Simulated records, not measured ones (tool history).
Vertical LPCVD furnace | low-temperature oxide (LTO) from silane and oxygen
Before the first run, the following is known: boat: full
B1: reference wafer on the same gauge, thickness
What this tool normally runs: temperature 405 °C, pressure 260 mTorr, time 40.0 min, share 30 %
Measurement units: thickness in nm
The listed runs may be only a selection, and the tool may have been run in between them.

Run 1, day 0.000: usual settings; B1 259.92. Result: thickness 311.43 nm.
Run 2, day 2.179: usual settings; B1 259.91. Result: thickness 313.07 nm.
Run 3, day 5.842: usual settings but share 27 %; B1 260.20. Result: thickness 267.92 nm.
At day 15.921: silane flow controller replaced.
At day 16.250: gauge calibrated.
Run 4, day 17.146: usual settings; B1 259.87. Result: thickness 309.10 nm.
Run 5, day 19.825: usual settings but time 45.0 min; B1 259.79. Result: thickness 347.74 nm.
Run 6, day 24.171: usual settings but time 45.0 min; B1 260.00. Result: thickness 349.36 nm.
Run 7, day 28.088: usual settings but share 34 %; B1 260.32. Result: thickness 371.25 nm.
Run 8, day 30.775: usual settings but time 30.0 min; B1 259.90. Result: thickness 234.11 nm.
At day 34.821: thermocouples replaced and temperature profile calibrated.
Run 9, day 35.038: usual settings but temperature 413 °C, pressure 310 mTorr, time 28.5 min; B1 259.97. Result: thickness 290.96 nm.
Run 10, day 37.579: usual settings but time 53.0 min, share 26 %; B1 259.97. Result: thickness 335.68 nm.
Run 11, day 39.338: usual settings but pressure 315 mTorr, time 47.0 min; B1 259.91. Result: thickness 444.63 nm.
At day 47.412: pressure gauge zeroed.
Run 12, day 50.938: usual settings; B1 259.81. Result: thickness 308.97 nm.
Run 13, day 57.296: usual settings but share 26 %; B1 260.07. Result: thickness 249.92 nm.
Run 14, day 59.700: usual settings but temperature 411 °C, time 55.5 min; B1 260.01. Result: thickness 459.36 nm.
Run 15, day 63.150: usual settings but temperature 413 °C; B1 260.31. Result: thickness 340.64 nm.
Run 16, day 66.425: usual settings; B1 260.26. Result: thickness 310.28 nm.
Run 17, day 70.638: usual settings; B1 259.91. Result: thickness 311.14 nm.
Run 18, day 74.533: usual settings; B1 260.34. Result: thickness 311.34 nm.
Run 19, day 77.475: usual settings but temperature 408 °C, time 44.0 min; B1 259.85. Result: thickness 355.18 nm.
Run 20, day 80.500: usual settings; B1 260.07. Result: thickness 311.68 nm.
Run 21, day 82.842: usual settings but temperature 398 °C, pressure 285 mTorr, time 46.0 min, share 28 %; B1 260.18. Result: thickness 328.28 nm.
Run 22, day 86.521: usual settings but temperature 415 °C, time 27.0 min, share 26 %; B1 260.13. Result: thickness 192.01 nm.
Run 23, day 89.238: usual settings but pressure 290 mTorr; B1 260.27. Result: thickness 347.35 nm.
Run 24, day 93.096: usual settings but share 27 %; B1 260.11. Result: thickness 267.49 nm.
Run 25, day 97.142: usual settings; B1 260.19. Result: thickness 312.09 nm.
Run 26, day 99.517: usual settings but time 26.5 min; B1 260.10. Result: thickness 207.26 nm.
Run 27, day 102.679: usual settings but temperature 401 °C, pressure 315 mTorr, time 51.0 min, share 26 %; B1 259.89. Result: thickness 373.66 nm.
Run 28, day 106.204: usual settings but pressure 310 mTorr; B1 260.25. Result: thickness 373.16 nm.
Run 29, day 108.096: usual settings but temperature 416 °C, time 27.0 min, share 35 %; B1 260.24. Result: thickness 295.64 nm.
Run 30, day 119.796: usual settings but pressure 240 mTorr, time 27.0 min; B1 260.10. Result: thickness 196.73 nm.

5 options for the next run, each taken on its own from the tool as it stands now. Forecast them:
Run A, day 119.958: usual settings but temperature 402 °C; B1 ?. Result: thickness ?.
Run B, day 119.958: usual settings but temperature 400 °C, time 27.5 min; B1 ?. Result: thickness ?.
Run C, day 119.958: usual settings but temperature 415 °C, pressure 210 mTorr; B1 ?. Result: thickness ?.
Run D, day 119.958: usual settings but temperature 397 °C, pressure 225 mTorr, time 35.0 min, share 33 %; B1 ?. Result: thickness ?.
Run E, day 119.958: usual settings but temperature 417 °C, time 47.5 min; B1 ?. Result: thickness ?.

run      B1  thickness
  A  259.94     303.90
  B  259.94     204.05
  C  259.94     285.64
  D  259.94     248.44
  E  259.94     428.43
What these runs would have given with no unlogged condition in the tool:
run  thickness
  A     293.62
  B     197.13
  C     275.49
  D     240.15
  E     414.21
